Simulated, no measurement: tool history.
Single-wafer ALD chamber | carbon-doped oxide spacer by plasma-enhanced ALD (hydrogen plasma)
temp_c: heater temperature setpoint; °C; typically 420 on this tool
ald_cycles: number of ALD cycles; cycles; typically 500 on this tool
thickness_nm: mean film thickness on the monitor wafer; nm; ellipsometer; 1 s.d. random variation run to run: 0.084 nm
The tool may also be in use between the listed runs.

| run | hour | temp_c | ald_cycles | wafers since the last listed run | hours since the last thermocouple change | hours since the gauge calibration | read-back reference wafer on the same gauge, thickness_nm | thickness_nm |
|---|---|---|---|---|---|---|---|---|
| 1 | 0 | 420 | 500 | 0 | 1692 | 651.4 | 28.527 | 24.787 |
| 2 | 75.1 | 420 | 500 | 74 | 1767.1 | 726.5 | 28.502 | 24.783 |
| 3 | 157.4 | 420 | 500 | 81 | 1849.4 | 808.8 | 28.47 | 24.784 |
| 4 | 234.2 | 420 | 500 | 75 | 1926.2 | 885.6 | 28.456 | 24.824 |
| 5 | 276.7 | 420 | 500 | 41 | 1968.7 | 928.1 | 28.434 | 24.832 |
| 6 | 317.4 | 420 | 500 | 40 | 2009.4 | 968.8 | 28.407 | 24.857 |
| 7 | 397.1 | 420 | 530 | 78 | 2089.1 | 1048.5 | 28.387 | 26.255 |
| 8 | 464.8 | 420 | 530 | 66 | 2156.8 | 1116.2 | 28.382 | 26.214 |
| 9 | 558.5 | 420 | 530 | 92 | 2250.5 | 1209.9 | 28.384 | 26.139 |
| 10 | 761.3 | 412 | 463 | 200 | 2453.3 | 1412.7 | 28.346 | 23.39 |
|  | 842.3 | gauge calibrated |
| 11 | 850 | 431 | 471 | 87 | 2542 | 7.7 | 28.997 | 23.056 |
|  | 866 | thermocouple changed; heater temperature recalibrated |
| 12 | 922 | 416 | 584 | 63 | 56 | 79.7 | 28.91 | 29.833 |
| 13 | 1025.6 | 426 | 406 | 102 | 159.6 | 183.3 | 28.772 | 19.949 |
| 14 | 1086.2 | 433 | 427 | 59 | 220.2 | 243.9 | 28.772 | 20.599 |
| 15 | 1177 | 426 | 558 | 89 | 311 | 334.7 | 28.708 | 27.514 |
| 16 | 1223.7 | 420 | 500 | 46 | 357.7 | 381.4 | 28.658 | 24.863 |
| 17 | 1322 | 420 | 530 | 97 | 456 | 479.7 | 28.598 | 26.419 |
| 18 | 1429.5 | 415 | 561 | 106 | 563.5 | 587.2 | 28.521 | 28.359 |
| 19 | 1717.3 | 420 | 500 | 284 | 851.3 | 875 | 28.437 | 24.617 |

What if the next run were any one of these 3? Each begins from the tool's condition after run 19:
| A | 1718.5 | 420 | 431 | 1 | 852.5 | 876.2 | ? | ? |
| B | 1718.5 | 429 | 580 | 1 | 852.5 | 876.2 | ? | ? |
| C | 1718.5 | 413 | 461 | 1 | 852.5 | 876.2 | ? | ? |

| run | read-back reference wafer on the same gauge, thickness_nm | thickness_nm |
|---|---|---|
| A | 28.436 | 21.467 |
| B | 28.436 | 28.133 |
| C | 28.436 | 23.427 |
Had the tool no hidden state, the same runs would have come out as:
| run | thickness_nm |
|---|---|
| A | 21.891 |
| B | 28.689 |
| C | 23.89 |
